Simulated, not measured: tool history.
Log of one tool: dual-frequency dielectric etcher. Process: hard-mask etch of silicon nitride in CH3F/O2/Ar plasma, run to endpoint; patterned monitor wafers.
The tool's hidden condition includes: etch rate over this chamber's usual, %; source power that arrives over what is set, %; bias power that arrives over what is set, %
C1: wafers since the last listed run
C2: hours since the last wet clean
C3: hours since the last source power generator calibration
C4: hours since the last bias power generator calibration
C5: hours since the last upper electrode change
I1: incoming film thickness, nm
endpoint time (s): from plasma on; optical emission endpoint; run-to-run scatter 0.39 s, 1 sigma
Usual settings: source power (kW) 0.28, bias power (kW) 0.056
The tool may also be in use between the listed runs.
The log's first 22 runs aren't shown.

Run 23, hour 679.8: usual settings but source power (kW) 0.25; C1 2; C2 0.9; C3 262.8; C4 175.8; C5 586; I1 50.8. Result: endpoint time (s) 89.8.
Run 24, hour 695: usual settings; C1 111; C2 16.1; C3 278; C4 191; C5 601.2; I1 50.2. Result: endpoint time (s) 85.8.
Run 25, hour 709: usual settings but source power (kW) 0.34, bias power (kW) 0.045; C1 102; C2 30.1; C3 292; C4 205; C5 615.2; I1 50.5. Result: endpoint time (s) 87.6.
Run 26, hour 733.4: usual settings but source power (kW) 0.32; C1 179; C2 54.5; C3 316.4; C4 229.4; C5 639.6; I1 50. Result: endpoint time (s) 81.7.
Run 27, hour 753.8: usual settings; C1 149; C2 74.9; C3 336.8; C4 249.8; C5 660; I1 50.7. Result: endpoint time (s) 86.7.
Run 28, hour 766.8: usual settings but source power (kW) 0.26; C1 95; C2 87.9; C3 349.8; C4 262.8; C5 673; I1 50.5. Result: endpoint time (s) 87.7.
Run 29, hour 797.7: usual settings but source power (kW) 0.33, bias power (kW) 0.063; C1 226; C2 118.8; C3 380.7; C4 293.7; C5 703.9; I1 50.2. Result: endpoint time (s) 78.1.
Run 30, hour 813.5: usual settings but bias power (kW) 0.069; C1 115; C2 134.6; C3 396.5; C4 309.5; C5 719.7; I1 50.4. Result: endpoint time (s) 79.8.
Run 31, hour 844.3: usual settings; C1 226; C2 165.4; C3 427.3; C4 340.3; C5 750.5; I1 50.6. Result: endpoint time (s) 86.2.
Run 32, hour 879: usual settings; C1 254; C2 200.1; C3 462; C4 375; C5 785.2; I1 50.6. Result: endpoint time (s) 84.8.
Run 33, hour 909.4: usual settings but source power (kW) 0.26, bias power (kW) 0.062; C1 223; C2 230.5; C3 492.4; C4 405.4; C5 815.6; I1 50.3. Result: endpoint time (s) 82.4.
Run 34, hour 941.3: usual settings; C1 234; C2 262.4; C3 524.3; C4 437.3; C5 847.5; I1 50.4. Result: endpoint time (s) 84.2.
Run 35, hour 959.2: usual settings but source power (kW) 0.23, bias power (kW) 0.068; C1 131; C2 280.3; C3 542.2; C4 455.2; C5 865.4; I1 50.5. Result: endpoint time (s) 83.3.
Run 36, hour 979.9: usual settings; C1 151; C2 301; C3 562.9; C4 475.9; C5 886.1; I1 50.7. Result: endpoint time (s) 84.8.

Below are 3 alternative next runs, each starting from the tool's condition after run 36. Predict each:
Run A, hour 980.3: usual settings but source power (kW) 0.23; C1 2; C2 301.4; C3 563.3; C4 476.3; C5 886.5; I1 50.1. Result: endpoint time (s) ?.
Run B, hour 980.3: usual settings but bias power (kW) 0.045; C1 2; C2 301.4; C3 563.3; C4 476.3; C5 886.5; I1 50.1. Result: endpoint time (s) ?.
Run C, hour 980.3: usual settings but source power (kW) 0.34, bias power (kW) 0.044; C1 2; C2 301.4; C3 563.3; C4 476.3; C5 886.5; I1 50.1. Result: endpoint time (s) ?.

run  endpoint time (s)
  A               87.9
  B               89.5
  C                 85
Had the tool no hidden state, the same runs would have come out as:
run  endpoint time (s)
  A               90.2
  B               91.8
  C               87.3
